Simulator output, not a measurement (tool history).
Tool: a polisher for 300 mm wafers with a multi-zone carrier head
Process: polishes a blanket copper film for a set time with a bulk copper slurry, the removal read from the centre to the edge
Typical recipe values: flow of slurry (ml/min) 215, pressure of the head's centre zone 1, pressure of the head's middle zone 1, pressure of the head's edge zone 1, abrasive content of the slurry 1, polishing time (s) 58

run    hour  flow of slurry (ml/min)  pressure of the head's centre zone  pressure of the head's middle zone  pressure of the head's edge zone  abrasive content of the slurry  polishing time (s)  incoming thickness of the incoming film, nm  film removed at the wafer's centre (angstrom)  film removed at mid-radius (angstrom)  film removed at the wafer's edge (angstrom)
  1       0                      245                                   1                                1.07                                 1                             0.8                  58                                       2426.2                                           5848                                   6104                                         5569
  2    62.1                      215                                0.95                                0.89                              1.11                               1                  70                                       2435.9                                           6725                                   6428                                         7496
  3   111.4                      215                                   1                                   1                              0.96                               1                  58                                       2428.7                                           5919                                   5880                                         5628
  4     136                      215                                   1                                 1.1                                 1                            1.25                  40                                       2422.2                                           4285                                   4654                                         4102
      155.4  -- worn pad replaced by a new one
      169.2  -- centre zone pressure recalibrated
  5   200.3                      215                                   1                                   1                                 1                               1                  58                                       2419.8                                           6268                                   6077                                         6157
  6     251                      165                                1.06                                1.05                                 1                             0.9                  58                                       2406.6                                           5954                                   5849                                         5677
  7   310.6                      195                                   1                                   1                                 1                               1                  46                                       2425.6                                           4733                                   4668                                         4629
  8   362.5                      145                                   1                                   1                              1.11                               1                  51                                       2402.3                                           4814                                   4754                                         5084
  9   430.3                      215                                0.93                                   1                               0.9                             0.8                  70                                       2394.2                                           6309                                   6701                                         6295
      458.3  -- slurry nozzle cleaned
 10     473                      215                                   1                                   1                              0.93                               1                  58                                       2446.5                                           5964                                   5845                                         5528
 11   541.1                      215                                1.03                                   1                                 1                               1                  58                                       2420.7                                           6122                                   5895                                         5793
      616.4  -- worn pad replaced by a new one
      620.6  -- centre zone pressure recalibrated
      632.9  -- carrier head's membrane replaced by a new one
 12   654.2                      180                                   1                                   1                                 1                               1                  44                                       2435.5                                           4601                                   4558                                         4450
        698  -- edge zone pressure recalibrated
 13   698.5                      215                                1.04                                   1                              0.94                               1                  58                                       2382.5                                           6422                                   6126                                         5787
 14   768.1                      215                                1.04                                0.97                                 1                               1                  58                                       2431.1                                           6344                                   5878                                         5847
 15   821.8                      215                                   1                                   1                                 1                               1                  58                                       2396.5                                           6021                                   5986                                         5828
 16   864.8                      215                                   1                                   1                                 1                               1                  77                                       2438.6                                           8103                                   7928                                         7671
 17   924.3                      180                                   1                                   1                                 1                            0.85                  58                                       2431.9                                           5535                                   5578                                         5389
 18   956.8                      270                                   1                                   1                              0.93                            0.85                  58                                       2412.6                                           5865                                   5837                                         5515
      982.7  -- slurry nozzle cleaned
 19  1043.4                      215                                   1                                0.95                                 1                             1.2                  58                                       2437.9                                           6145                                   5816                                         6010
 20  1073.1                      195                                1.06                                0.96                                 1                             1.2                  58                                       2401.4                                           6383                                   5860                                         5944
 21    1109                      215                                   1                                   1                                 1                               1                  58                                       2442.5                                           5985                                   5883                                         5777
     1132.8  -- centre zone pressure recalibrated
 22  1155.1                      165                                   1                                   1                                 1                               1                  58                                       2398.6                                           5592                                   5696                                         5540

Consider 3 possible next runs. They are alternatives, not a sequence: every one starts from the tool as it was left by run 22. What does each give?
  A  1155.5                      215                                   1                                   1                               1.1                               1                  58                                       2415.9                                              ?                                      ?                                            ?
  B  1155.5                      215                                0.91                                   1                              0.96                               1                  41                                       2415.9                                              ?                                      ?                                            ?
  C  1155.5                      255                                1.05                                1.11                                 1                               1                  58                                       2415.9                                              ?                                      ?                                            ?

run  film removed at the wafer's centre (angstrom)  film removed at mid-radius (angstrom)  film removed at the wafer's edge (angstrom)
  A                                           5871                                   5864                                         6101
  B                                           3774                                   4148                                         4035
  C                                           6331                                   6557                                         5913
The same runs, with their run-to-run variation unchanged, on a tool lacking any hidden condition would have given:
run  film removed at the wafer's centre (angstrom)  film removed at mid-radius (angstrom)  film removed at the wafer's edge (angstrom)
  A                                           6267                                   6259                                         6513
  B                                           4028                                   4428                                         4307
  C                                           6758                                   6999                                         6312
